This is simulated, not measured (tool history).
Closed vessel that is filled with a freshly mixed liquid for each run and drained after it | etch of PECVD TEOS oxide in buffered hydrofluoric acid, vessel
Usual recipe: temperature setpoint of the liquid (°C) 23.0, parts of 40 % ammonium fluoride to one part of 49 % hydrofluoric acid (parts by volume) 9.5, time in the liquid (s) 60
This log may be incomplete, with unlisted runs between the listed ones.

| run | hour | temperature setpoint of the liquid (°C) | parts of 40 % ammonium fluoride to one part of 49 % hydrofluoric acid (parts by volume) | time in the liquid (s) | read-back film thickness of the PECVD TEOS oxide reference wafer, read on the same gauge (nm) | thickness taken off the PECVD TEOS oxide on a monitor wafer (angstrom) |
|---|---|---|---|---|---|---|
| 1 | 0.0 | 23.0 | 9.5 | 60 | 96.54 | 916.6 |
| 2 | 96.4 | 23.0 | 9.5 | 60 | 96.12 | 921.0 |
| 3 | 181.8 | 23.0 | 9.5 | 60 | 95.76 | 912.3 |
| 4 | 219.1 | 25.5 | 9.5 | 60 | 95.64 | 1046.4 |
| 5 | 307.5 | 23.0 | 9.5 | 60 | 95.28 | 910.0 |
| 6 | 347.4 | 23.0 | 9.5 | 85 | 95.14 | 1286.8 |
|  | 408.6 | gauge calibrated |
| 7 | 454.8 | 23.0 | 9.5 | 85 | 99.53 | 1338.3 |
|  | 473.9 | hydrofluoric acid flow meter replaced |
| 8 | 552.1 | 26.0 | 9.5 | 50 | 99.14 | 932.5 |
| 9 | 729.7 | 23.0 | 9.5 | 45 | 98.44 | 705.5 |
| 10 | 832.3 | 26.5 | 10.5 | 40 | 97.99 | 699.0 |
|  | 920.3 | thermometer replaced |
| 11 | 1060.3 | 27.5 | 9.5 | 85 | 97.12 | 1685.0 |
| 12 | 1131.5 | 23.0 | 12.0 | 95 | 96.83 | 1185.3 |
| 13 | 1223.1 | 23.0 | 9.5 | 60 | 96.48 | 923.4 |
| 14 | 1294.8 | 19.0 | 11.5 | 60 | 96.11 | 620.6 |

Below, each run's measurement less what the same run would have read without the hidden state. Both values contain the same run-to-run variation, but the gauge's scatter may not be the same in both:
Unlogged tool condition in this case: liquid colder than its thermometer reads (K); hydrofluoric acid flow above the setpoint (%); gauge reads high (%).
| run | thickness taken off the PECVD TEOS oxide on a monitor wafer (angstrom) |
|---|---|
| 1 | -33.1 |
| 2 | -37.1 |
| 3 | -40.1 |
| 4 | -47.7 |
| 5 | -45.1 |
| 6 | -66.0 |
| 7 | -6.6 |
| 8 | -8.2 |
| 9 | -11.4 |
| 10 | -14.2 |
| 11 | -50.5 |
| 12 | -39.1 |
| 13 | -34.1 |
| 14 | -24.8 |

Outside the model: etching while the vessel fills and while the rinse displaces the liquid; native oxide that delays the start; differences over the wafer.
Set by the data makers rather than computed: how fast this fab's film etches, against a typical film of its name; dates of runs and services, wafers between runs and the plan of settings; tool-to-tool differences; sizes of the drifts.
